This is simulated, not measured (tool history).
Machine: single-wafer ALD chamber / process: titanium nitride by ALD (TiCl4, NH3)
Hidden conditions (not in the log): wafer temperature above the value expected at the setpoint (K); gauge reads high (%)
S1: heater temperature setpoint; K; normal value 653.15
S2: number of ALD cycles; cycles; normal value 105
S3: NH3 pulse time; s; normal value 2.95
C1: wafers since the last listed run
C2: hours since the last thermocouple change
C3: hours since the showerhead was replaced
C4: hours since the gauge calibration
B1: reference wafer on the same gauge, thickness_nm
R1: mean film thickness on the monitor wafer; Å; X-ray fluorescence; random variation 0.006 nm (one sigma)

run   hour      S1   S2    S3   C1      C2      C3     C4     B1     R1
  1      0  653.15  105  2.95    0   944.2  3345.3  415.3  2.087  24.23
  2   21.6  653.15  105  2.95   47   965.8  3366.9  436.9  2.088  24.25
  3   40.6  653.15  105  2.95   42   984.8  3385.9  455.9  2.089  24.19
  4   55.1  653.15  105  2.95   32   999.3  3400.4  470.4   2.09  24.22
  5   67.8  653.15  105  2.95   28    1012  3413.1  483.1   2.09  24.26
  6   94.9  653.15   97  3.26   60  1039.1  3440.2  510.2  2.091  22.71
  7  125.9  659.15  105  2.95   68  1070.1  3471.2  541.2  2.092  24.44
  8  152.2  659.15  105  2.95   58  1096.4  3497.5  567.5  2.093  24.47
  9  169.4  653.15   98  2.95   38  1113.6  3514.7  584.7  2.094  22.66
 10  205.2  653.15   98  2.95   79  1149.4  3550.5  620.5  2.096  22.75
 11  235.6  653.15  105  2.95   67  1179.8  3580.9  650.9  2.097  24.38
 12  260.2  653.15  105  2.95   54  1204.4  3605.5  675.5  2.099  24.36
 13    292  653.15  117  2.95   70  1236.2  3637.3  707.3    2.1  27.15
 14  327.4  653.15  117  2.95   78  1271.6  3672.7  742.7  2.102  27.13
 15  354.6  646.15   95  2.95   60  1298.8  3699.9  769.9  2.105  21.97
 16  386.6  664.15  105  2.31   71  1330.8  3731.9  801.9  2.107  24.22
     394.1  -- gauge calibrated
     417.2  -- thermocouple changed; heater temperature recalibrated
 17  417.7  653.15   97  3.26   51     0.5    3763   23.6   2.08  22.47
 18    440  660.15  105  2.95   49    22.8  3785.3   45.9   2.08  24.17
     452.4  -- showerhead replaced
 19  456.5  666.15  105  2.95   18    39.3     4.1   62.4   2.08  24.43
 20  484.5  649.15  114  2.95   62    67.3    32.1   90.4   2.08   26.2
 21  561.7  645.15  105  2.25  171   144.5   109.3  167.6  2.082   23.3
 22  581.1  653.15  105  2.95   43   163.9   128.7    187  2.081  24.17
 23  643.6  653.15  105  2.95  138   226.4   191.2  249.5  2.082  24.16
 24  656.7  657.15  105  3.66   29   239.5   204.3  262.6  2.083  24.63
 25  672.5  661.15   85  2.42   35   255.3   220.1  278.4  2.083  19.31
 26  705.3  653.15  105  2.95   72   288.1   252.9  311.2  2.084  24.17
 27  720.8  653.15  115  2.95   34   303.6   268.4  326.7  2.085  26.33
 28  737.2  653.15  105  2.95   36     320   284.8  343.1  2.085  24.28

Consider 5 possible next runs. They are alternatives, not a sequence: every one starts from the tool as it was left by run 28. What does each give?
  A  737.9  653.15  105  2.95   1  320.7  285.5  343.8   ?   ?
  B  737.9  646.15  123  2.95   1  320.7  285.5  343.8   ?   ?
  C  737.9  645.15   84  4.01   1  320.7  285.5  343.8   ?   ?
  D  737.9  665.15   86  3.69   1  320.7  285.5  343.8   ?   ?
  E  737.9  653.15  105  3.59   1  320.7  285.5  343.8   ?   ?

run     B1     R1
  A  2.085  24.26
  B  2.085  28.24
  C  2.085  19.69
  D  2.085  20.26
  E  2.085  24.58
Without the tool's unlogged condition, the same runs would have read:
run     R1
  A   24.2
  B  28.17
  C  19.65
  D  20.22
  E  24.53
